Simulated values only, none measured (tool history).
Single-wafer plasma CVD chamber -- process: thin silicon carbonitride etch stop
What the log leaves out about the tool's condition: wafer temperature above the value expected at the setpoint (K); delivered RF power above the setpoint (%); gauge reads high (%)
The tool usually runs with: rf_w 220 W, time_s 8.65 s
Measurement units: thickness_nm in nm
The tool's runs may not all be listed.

| run | day | rf_w | time_s | wafers since the last listed run | hours since the last thermocouple change | hours since the last RF generator calibration | hours since the showerhead was replaced | hours since the gauge calibration | read-back reference wafer on the same gauge, thickness_nm | thickness_nm |
|---|---|---|---|---|---|---|---|---|---|---|
| 1 | 0 | 220 | 8.65 | 0 | 534.8 | 22.1 | 5398.1 | 177.6 | 4.509 | 4.722 |
| 2 | 1.6 | 220 | 8.65 | 1504 | 573.2 | 60.5 | 5436.5 | 216 | 4.511 | 4.724 |
| 3 | 4.321 | 220 | 8.65 | 2557 | 638.5 | 125.8 | 5501.8 | 281.3 | 4.51 | 4.716 |
| 4 | 7.642 | 220 | 8.65 | 3121 | 718.2 | 205.5 | 5581.5 | 361 | 4.511 | 4.723 |
| 5 | 11.262 | 220 | 8.65 | 3403 | 805.1 | 292.4 | 5668.4 | 447.9 | 4.51 | 4.705 |
| 6 | 13.892 | 220 | 8.65 | 2471 | 868.2 | 355.5 | 5731.5 | 511 | 4.509 | 4.702 |
| 7 | 17.783 | 220 | 9.24 | 3658 | 961.6 | 448.9 | 5824.9 | 604.4 | 4.509 | 5.02 |
| 8 | 21.988 | 220 | 8.65 | 3952 | 1062.5 | 549.8 | 5925.8 | 705.3 | 4.507 | 4.689 |
| 9 | 25.904 | 220 | 8.65 | 3681 | 1156.5 | 643.8 | 6019.8 | 799.3 | 4.511 | 4.685 |
|  | 26.829 | showerhead replaced |
| 10 | 28.329 | 245 | 7.57 | 1966 | 1214.7 | 702 | 36 | 857.5 | 4.509 | 4.322 |
| 11 | 32.133 | 245 | 7.57 | 3576 | 1306 | 793.3 | 127.3 | 948.8 | 4.51 | 4.323 |
| 12 | 34.338 | 245 | 7.57 | 2072 | 1358.9 | 846.2 | 180.2 | 1001.7 | 4.512 | 4.312 |
| 13 | 37.738 | 245 | 9.98 | 3196 | 1440.5 | 927.8 | 261.8 | 1083.3 | 4.511 | 5.684 |
| 14 | 41.883 | 205 | 9.29 | 3897 | 1540 | 1027.3 | 361.3 | 1182.8 | 4.51 | 4.825 |
|  | 45.229 | RF generator calibrated |
| 15 | 45.658 | 220 | 7.73 | 3235 | 1630.6 | 10.3 | 451.9 | 1273.4 | 4.508 | 4.218 |
| 16 | 47.188 | 245 | 7.21 | 1437 | 1667.3 | 47 | 488.6 | 1310.1 | 4.509 | 4.141 |
|  | 49.717 | gauge calibrated |
| 17 | 50.654 | 260 | 9.27 | 3258 | 1750.5 | 130.2 | 571.8 | 22.5 | 4.509 | 5.476 |
| 18 | 52.192 | 220 | 9.58 | 1445 | 1787.4 | 167.1 | 608.7 | 59.4 | 4.511 | 5.224 |
| 19 | 53.954 | 205 | 9.29 | 1656 | 1829.7 | 209.4 | 651 | 101.7 | 4.512 | 4.872 |
| 20 | 57.029 | 220 | 10.25 | 2890 | 1903.5 | 283.2 | 724.8 | 175.5 | 4.511 | 5.571 |
| 21 | 59.5 | 260 | 9.74 | 2322 | 1962.8 | 342.5 | 784.1 | 234.8 | 4.512 | 5.752 |
|  | 61.075 | thermocouple changed; heater temperature recalibrated |
| 22 | 63.729 | 220 | 8.65 | 3662 | 63.7 | 444 | 885.6 | 336.3 | 4.51 | 4.699 |
| 23 | 75.217 | 220 | 8.65 | 10798 | 339.4 | 719.7 | 1161.3 | 612 | 4.509 | 4.681 |
| 24 | 79.542 | 195 | 9.35 | 4065 | 443.2 | 823.5 | 1265.1 | 715.8 | 4.509 | 4.738 |
| 25 | 83.021 | 220 | 9.25 | 3270 | 526.7 | 907 | 1348.6 | 799.3 | 4.512 | 4.999 |

Forecast each of these 3 alternatives for the next run:
| A | 83.038 | 220 | 8.65 | 15 | 527.1 | 907.4 | 1349 | 799.7 | ? | ? |
| B | 83.038 | 220 | 7.04 | 15 | 527.1 | 907.4 | 1349 | 799.7 | ? | ? |
| C | 83.038 | 185 | 9.36 | 15 | 527.1 | 907.4 | 1349 | 799.7 | ? | ? |

| run | read-back reference wafer on the same gauge, thickness_nm | thickness_nm |
|---|---|---|
| A | 4.51 | 4.656 |
| B | 4.51 | 3.789 |
| C | 4.51 | 4.584 |
Take away the tool's hidden state, keep each run's random variation, and the runs would have read:
| run | thickness_nm |
|---|---|
| A | 4.713 |
| B | 3.836 |
| C | 4.641 |

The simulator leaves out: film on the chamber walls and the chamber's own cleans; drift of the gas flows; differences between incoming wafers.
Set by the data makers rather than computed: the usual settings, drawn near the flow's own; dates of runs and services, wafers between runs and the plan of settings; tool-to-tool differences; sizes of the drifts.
